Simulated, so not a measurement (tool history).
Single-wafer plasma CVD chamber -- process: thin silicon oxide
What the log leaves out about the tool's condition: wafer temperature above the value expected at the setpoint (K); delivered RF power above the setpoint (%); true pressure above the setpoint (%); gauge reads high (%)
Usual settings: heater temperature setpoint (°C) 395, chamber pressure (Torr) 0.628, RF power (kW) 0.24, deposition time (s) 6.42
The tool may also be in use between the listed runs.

run     day  heater temperature setpoint (°C)  chamber pressure (Torr)  RF power (kW)  deposition time (s)  wafers since the last listed run  hours since the last thermocouple change  hours since the last RF generator calibration  hours since the last manometer calibration  hours since the showerhead was replaced  hours since the gauge calibration  read-back reference wafer on the same gauge, thickness_nm  mean film thickness on the monitor wafer (nm)
  1       0                               395                    0.696           0.24                 6.42                                 0                                    3074.2                                          880.3                                      2236.2                                   5496.8                              141.5                                                      7.683                                          9.578
  2   1.054                               395                    0.628           0.24                 6.42                               519                                    3099.5                                          905.6                                      2261.5                                   5522.1                              166.8                                                      7.682                                          8.648
  3   1.925                               395                    0.628           0.24                 6.42                               428                                    3120.4                                          926.5                                      2282.4                                     5543                              187.7                                                      7.677                                          8.584
  4   3.375                               395                    0.628          0.255                 6.42                               713                                    3155.2                                          961.3                                      2317.2                                   5577.8                              222.5                                                      7.679                                           8.83
      4.525  -- RF generator calibrated
      4.867  -- thermocouple changed; heater temperature recalibrated
  5   4.888                               395                    0.628          0.255                 6.42                               416                                       0.5                                            8.7                                      2353.5                                   5614.1                              258.8                                                       7.68                                          8.838
  6   5.862                               395                    0.628          0.275                 6.42                               480                                      23.9                                           32.1                                      2376.9                                   5637.5                              282.2                                                      7.677                                          9.064
      6.362  -- capacitance manometer re-zeroed and calibrated
  7   6.612                               395                    0.628          0.275                 6.42                               205                                      41.9                                           50.1                                           6                                   5655.5                              300.2                                                      7.685                                           8.71
  8   7.396                               395                    0.628           0.24                 6.42                               385                                      60.7                                           68.9                                        24.8                                   5674.3                                319                                                      7.676                                          8.206
  9   8.817                               395                    0.628           0.24                 6.42                               699                                      94.8                                            103                                        58.9                                   5708.4                              353.1                                                      7.683                                          8.257
 10  10.175                               395                    0.628           0.24                 6.42                               668                                     127.4                                          135.6                                        91.5                                     5741                              385.7                                                      7.678                                          8.193
 11  11.421                               395                    0.628           0.24                 6.42                               613                                     157.3                                          165.5                                       121.4                                   5770.9                              415.6                                                      7.685                                          8.172
      12.35  -- capacitance manometer re-zeroed and calibrated, repeated, since the last time left the tool worse
 12  12.371                               402                    0.682           0.24                 6.42                               303                                     180.1                                          188.3                                         0.5                                   5793.7                              438.4                                                       7.68                                          9.858
     12.617  -- gauge calibrated
 13  12.908                               400                    0.474           0.28                 6.42                               264                                       193                                          201.2                                        13.4                                   5806.6                                  7                                                      7.681                                          7.308
 14  13.488                               395                    0.628           0.24                 6.42                               285                                     206.9                                          215.1                                        27.3                                   5820.5                               20.9                                                      7.676                                          9.125
 15  14.346                               409                    0.473           0.24                 6.42                               422                                     227.5                                          235.7                                        47.9                                   5841.1                               41.5                                                      7.677                                           6.79
 16  15.667                               390                    0.766           0.21                 6.42                               650                                     259.2                                          267.4                                        79.6                                   5872.8                               73.2                                                      7.679                                         10.512
 17    17.2                               395                    0.628           0.24                 7.18                               754                                       296                                          304.2                                       116.4                                   5909.6                                110                                                      7.677                                         10.251
 18  17.817                               395                    0.628          0.275                 6.42                               303                                     310.8                                            319                                       131.2                                   5924.4                              124.8                                                      7.679                                          9.631
 19  18.875                               399                    0.727           0.23                 7.61                               521                                     336.2                                          344.4                                       156.6                                   5949.8                              150.2                                                       7.68                                          12.18
 20  19.679                               395                    0.628           0.24                 6.42                               395                                     355.5                                          363.7                                       175.9                                   5969.1                              169.5                                                      7.672                                          9.119

Estimate the outcome of run 21 from the log above:
     20.262  -- showerhead replaced
 21  21.062                               403                    0.628           0.24                 6.42                               516                                     388.7                                          396.9                                       209.1                                     19.2                              202.7                                                          ?                                              ?

Run 21 measured read-back reference wafer on the same gauge, thickness_nm 7.676, mean film thickness on the monitor wafer (nm) 9.018.
Without the tool's hidden state the same run would have given mean film thickness on the monitor wafer (nm) 9.066.

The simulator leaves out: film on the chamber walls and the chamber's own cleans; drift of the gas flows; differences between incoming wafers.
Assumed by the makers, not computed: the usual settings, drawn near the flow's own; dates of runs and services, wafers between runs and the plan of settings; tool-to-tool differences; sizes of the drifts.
